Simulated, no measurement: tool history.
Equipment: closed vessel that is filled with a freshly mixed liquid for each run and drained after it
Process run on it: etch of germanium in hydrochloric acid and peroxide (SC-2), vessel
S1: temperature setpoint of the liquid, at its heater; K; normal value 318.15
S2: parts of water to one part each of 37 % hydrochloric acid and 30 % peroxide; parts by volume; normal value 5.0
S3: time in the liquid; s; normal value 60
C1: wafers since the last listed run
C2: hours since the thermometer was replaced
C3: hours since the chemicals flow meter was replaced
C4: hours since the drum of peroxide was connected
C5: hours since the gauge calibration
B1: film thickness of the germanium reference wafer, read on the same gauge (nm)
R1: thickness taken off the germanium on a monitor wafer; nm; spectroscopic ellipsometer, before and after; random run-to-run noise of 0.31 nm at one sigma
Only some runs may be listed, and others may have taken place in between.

run    hour      S1   S2  S3     C1      C2      C3     C4      C5      B1      R1
  1     0.0  318.15  5.0  60      0  1274.5  1899.6   74.4  1276.2  139.99   95.05
  2    68.0  318.15  5.0  60   6380  1342.5  1967.6  142.4  1344.2  140.00   95.21
  3   140.2  318.15  5.0  60   6774  1414.7  2039.8  214.6  1416.4  140.01   94.97
  4   184.0  318.15  6.0  60   4109  1458.5  2083.6  258.4  1460.2  139.98   94.90
  5   248.5  318.15  6.0  60   6051  1523.0  2148.1  322.9  1524.7  139.98   94.86
  6   314.3  312.65  5.0  50   6173  1588.8  2213.9  388.7  1590.5  139.98   65.92
  7   376.1  318.15  5.0  60   5798  1650.6  2275.7  450.5  1652.3  140.00   95.71
  8   440.0  318.15  5.0  60   5995  1714.5  2339.6  514.4  1716.2  140.03   95.69
      502.9  -- new drum of peroxide connected
  9   509.2  321.65  6.5  60   6398  1783.7  2408.8    6.3  1785.4  139.98  106.10
 10   605.8  318.15  5.0  60   9063  1880.3  2505.4  102.9  1882.0  140.00   95.55
 11   687.3  318.15  4.0  35   7646  1961.8  2586.9  184.4  1963.5  140.01   55.85
      693.0  -- chemicals flow meter replaced
 12   733.3  326.15  4.0  90   4222  2007.8    40.3  230.4  2009.5  139.98  186.80
 13   779.7  318.15  4.0  60   4353  2054.2    86.7  276.8  2055.9  140.00   95.89
 14   832.4  324.65  7.5  60   4944  2106.9   139.4  329.5  2108.6  139.99  116.43
      865.8  -- gauge calibrated
 15   899.0  318.15  5.0  60   6248  2173.5   206.0  396.1    33.2  140.00   95.79
 16   940.0  308.65  4.0  90   3846  2214.5   247.0  437.1    74.2  139.99  103.82
 17   981.8  318.15  4.0  40   3921  2256.3   288.8  478.9   116.0  139.98   64.55
     1058.7  -- new drum of peroxide connected
 18  1089.3  323.65  5.0  60   9992  2363.8   396.3   30.6   223.5  140.00  114.52
     1092.4  -- thermometer replaced
 19  1193.0  312.15  4.5  30   9635   100.6   500.0  134.3   327.2  140.00   40.22
 20  1272.7  323.15  5.0  60   7477   180.3   579.7  214.0   406.9  139.99  115.56
 21  1563.0  308.65  4.0  60  27237   470.6   870.0  504.3   697.2  139.98   71.31
 22  1601.3  318.15  5.0  60   3593   508.9   908.3  542.6   735.5  139.97   98.21
     1688.1  -- new drum of peroxide connected
 23  1744.1  318.15  5.0  60  13304   651.7  1051.1   56.0   878.3  140.00   98.14
     1758.9  -- thermometer replaced, repeated, since the last time left the tool worse
 24  1791.8  318.15  5.0  60   4381    32.9  1098.8  103.7   926.0  140.03   94.06
 25  1849.6  315.65  4.0  60   5423    90.7  1156.6  161.5   983.8  139.96   86.99
 26  1953.3  318.15  6.5  60   9729   194.4  1260.3  265.2  1087.5  140.03   93.45
 27  2008.9  318.15  5.0  60   5216   250.0  1315.9  320.8  1143.1  140.01   94.00
 28  2111.1  323.65  5.0  60   9588   352.2  1418.1  423.0  1245.3  139.99  113.08
 29  2195.3  311.15  5.0  60   7899   436.4  1502.3  507.2  1329.5  140.01   74.14
 30  2242.9  324.15  5.0  90   4466   484.0  1549.9  554.8  1377.1  139.99  172.02

Branching from run 30: 4 alternative next runs. What would each branch give?
  A  2243.6  318.15  5.0  60  65  484.7  1550.6  555.5  1377.8   ?   ?
  B  2243.6  325.65  5.0  85  65  484.7  1550.6  555.5  1377.8   ?   ?
  C  2243.6  321.15  4.0  30  65  484.7  1550.6  555.5  1377.8   ?   ?
  D  2243.6  309.15  5.0  85  65  484.7  1550.6  555.5  1377.8   ?   ?

run      B1      R1
  A  139.98   94.17
  B  139.98  170.10
  C  139.98   52.13
  D  139.98   98.02
Stripped of hidden state, with their random variation kept, the same runs would have yielded:
run      R1
  A   93.14
  B  168.33
  C   51.57
  D   96.89
